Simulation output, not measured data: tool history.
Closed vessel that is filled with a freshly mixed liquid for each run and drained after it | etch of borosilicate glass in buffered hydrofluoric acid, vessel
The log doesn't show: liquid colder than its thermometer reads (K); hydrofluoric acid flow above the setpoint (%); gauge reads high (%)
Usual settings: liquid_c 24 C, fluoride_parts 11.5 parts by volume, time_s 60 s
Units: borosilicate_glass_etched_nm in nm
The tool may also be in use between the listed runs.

run     day  liquid_c  fluoride_parts  time_s  wafers since the last listed run  hours since the thermometer was replaced  hours since the hydrofluoric acid flow meter was replaced  hours since the gauge calibration  read-back film thickness of the borosilicate glass reference wafer, read on the same gauge (nm)  borosilicate_glass_etched_nm
  1       0        24            11.5      60                                 0                                      1659                                                         56                              478.4                                                                                            70.01                         67.06
  2   2.675        24            11.5      60                              7321                                    1723.2                                                      120.2                              542.6                                                                                            69.97                         67.12
  3   3.683        24            11.5      60                              2759                                    1747.4                                                      144.4                              566.8                                                                                            69.99                         67.63
  4   4.733        24             9.5      60                              2873                                    1772.6                                                      169.6                                592                                                                                            70.01                         79.41
  5   6.983        24             9.5      60                              6158                                    1826.6                                                      223.6                                646                                                                                            69.96                         79.55
  6   8.738        24            11.5      60                              4801                                    1868.7                                                      265.7                              688.1                                                                                               70                         67.58
  7  12.525        24            11.5      60                             10366                                    1959.6                                                      356.6                                779                                                                                            70.01                         67.78
  8  14.396        24            11.5      60                              5120                                    2004.5                                                      401.5                              823.9                                                                                            70.03                         67.77
     15.638  -- gauge calibrated
  9  15.733        24            11.5      60                              3660                                    2036.6                                                      433.6                                2.3                                                                                               70                         67.88
     15.912  -- thermometer replaced
 10  18.712        24            11.5      60                              8040                                      67.2                                                      505.1                               73.8                                                                                            70.06                         67.77
 11  20.425      22.5            11.5      60                              4687                                     108.3                                                      546.2                              114.9                                                                                            69.98                          62.9
 12  21.896      22.5            11.5      60                              4025                                     143.6                                                      581.5                              150.2                                                                                            70.02                            63
 13  24.475      22.5            11.5      60                              7059                                     205.5                                                      643.4                              212.1                                                                                            69.97                         62.64
 14  25.646        24            11.5      60                              3204                                     233.6                                                      671.5                              240.2                                                                                            69.95                         68.33
 15  27.908      22.5            14.5      80                              6192                                     287.9                                                      725.8                              294.5                                                                                            69.98                         66.69
       28.6  -- hydrofluoric acid flow meter replaced
 16  30.196        24               7      70                              6147                                     342.8                                                       38.3                              349.4                                                                                               70                        126.64
 17  31.454        29             7.5      40                              3444                                       373                                                       68.5                              379.6                                                                                               70                         87.04
 18  35.254      26.5            11.5      45                             10401                                     464.2                                                      159.7                              470.8                                                                                            70.02                         57.64
 19  36.871      26.5              13      60                              4424                                       503                                                      198.5                              509.6                                                                                            69.94                         67.91
 20  38.679        27            11.5      60                              4949                                     546.4                                                      241.9                                553                                                                                               70                         78.79
 21    39.8      21.5            11.5      30                              3067                                     573.3                                                      268.8                              579.9                                                                                            69.98                         29.41
 22  41.812      19.5              15      60                              5508                                     621.6                                                      317.1                              628.2                                                                                            70.02                         40.74
 23  44.754      20.5               7      80                              8051                                     692.2                                                      387.7                              698.8                                                                                            69.96                        121.53
 24  46.075        29             7.5      40                              3615                                     723.9                                                      419.4                              730.5                                                                                            70.05                         88.33
 25  47.296        24            11.5      60                              3341                                     753.2                                                      448.7                              759.8                                                                                            70.01                         67.87
 26  49.046        24             7.5      45                              4789                                     795.2                                                      490.7                              801.8                                                                                            70.03                         76.56
 27  50.738        29              14      70                              4630                                     835.8                                                      531.3                              842.4                                                                                               70                         85.36

Forecast each of these 3 alternatives for the next run:
  A  50.767        29            11.5      60                                79                                     836.5                                                        532                              843.1                                                                                                ?                             ?
  B  50.767        26            11.5      75                                79                                     836.5                                                        532                              843.1                                                                                                ?                             ?
  C  50.767      25.5             7.5      75                                79                                     836.5                                                        532                              843.1                                                                                                ?                             ?

run  read-back film thickness of the borosilicate glass reference wafer, read on the same gauge (nm)  borosilicate_glass_etched_nm
  A                                                                                            69.96                          88.9
  B                                                                                            69.96                         94.95
  C                                                                                            69.96                         139.1
Without the tool's hidden state the same runs would have given:
run  borosilicate_glass_etched_nm
  A                         87.42
  B                         93.36
  C                        136.51
